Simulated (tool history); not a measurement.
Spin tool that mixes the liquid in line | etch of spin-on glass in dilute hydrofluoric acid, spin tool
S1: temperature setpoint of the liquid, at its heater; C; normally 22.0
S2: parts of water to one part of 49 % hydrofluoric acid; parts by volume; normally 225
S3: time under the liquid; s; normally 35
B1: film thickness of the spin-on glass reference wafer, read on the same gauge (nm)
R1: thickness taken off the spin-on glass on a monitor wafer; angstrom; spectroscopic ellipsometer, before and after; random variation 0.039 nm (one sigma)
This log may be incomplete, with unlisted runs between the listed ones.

run	hour	S1	S2	S3	B1	R1
1	0.0	22.0	225	35	89.99	63.0
2	31.7	22.0	225	35	89.99	63.4
3	74.0	22.0	225	35	90.01	63.3
4	260.0	22.0	225	35	90.00	63.8
5	312.7	22.0	140	35	89.99	112.7
6	343.0	22.0	140	35	89.98	111.7
7	376.0	24.5	225	25	90.01	49.6
8	442.4	24.5	225	25	89.98	50.3
9	498.5	24.5	225	25	90.00	50.3
# hour 534.8: hydrofluoric acid flow meter replaced
10	553.5	22.0	225	35	89.99	64.1
11	609.7	22.0	225	35	90.00	63.8
12	650.1	22.0	225	35	89.98	64.8
13	692.2	22.0	225	35	89.98	64.3
14	734.9	22.0	225	35	90.01	64.4
15	762.1	19.5	190	35	90.02	72.4
# hour 782.2: gauge calibrated
16	831.2	22.0	225	35	89.97	64.2
# hour 869.8: thermometer replaced
17	892.2	22.0	225	35	90.02	60.4
18	930.1	22.0	225	35	89.99	61.2
19	1000.2	24.0	225	20	90.00	37.9
20	1044.6	22.0	165	35	90.00	88.5
21	1087.4	20.0	170	35	89.98	79.1
22	1158.0	24.0	260	35	90.01	54.7
23	1216.4	22.0	225	35	90.02	61.1
24	1277.4	17.5	120	30	89.99	93.0
25	1326.1	22.0	140	50	90.02	155.3
26	1353.1	24.0	225	35	90.01	66.5
27	1378.0	20.5	225	45	90.05	75.4
28	1417.8	22.0	260	30	89.98	44.4
29	1553.2	18.5	190	35	89.97	66.6
30	1591.9	20.0	225	35	90.01	57.9
31	1638.3	26.0	225	30	90.03	61.6
32	1696.9	19.5	190	35	90.01	69.3
33	1737.2	22.0	325	35	90.00	39.4
34	1772.6	22.0	225	35	90.02	63.0

Pick out some run-to-run changes in R1. Of each, how much would a tool without hidden state show as well, from the settings, what came in and chance, and how much is left for the hidden state and any gauge scatter not in both results compared?
Hidden state at play: liquid hotter than its thermometer reads (K); hydrofluoric acid flow below the setpoint (%); gauge reads high (%).
Run 4 -> 5: S2 225 -> 140. R1 +48.9 angstrom: hidden state +3.2, all else +45.7.
Run 6 -> 7: S1 22.0 -> 24.5, S2 140 -> 225, S3 35 -> 25. R1 -62.1 angstrom: hidden state -4.0, all else -58.1.
Run 16 -> 17: thermometer replaced. R1 -3.8 angstrom: hidden state -3.8, all else +0.0.
Run 24 -> 25: S1 17.5 -> 22.0, S2 120 -> 140, S3 30 -> 50. R1 +62.3 angstrom: hidden state +1.6, all else +60.7.
Run 25 -> 26: S1 22.0 -> 24.0, S2 140 -> 225, S3 50 -> 35. R1 -88.8 angstrom: hidden state -2.2, all else -86.6.

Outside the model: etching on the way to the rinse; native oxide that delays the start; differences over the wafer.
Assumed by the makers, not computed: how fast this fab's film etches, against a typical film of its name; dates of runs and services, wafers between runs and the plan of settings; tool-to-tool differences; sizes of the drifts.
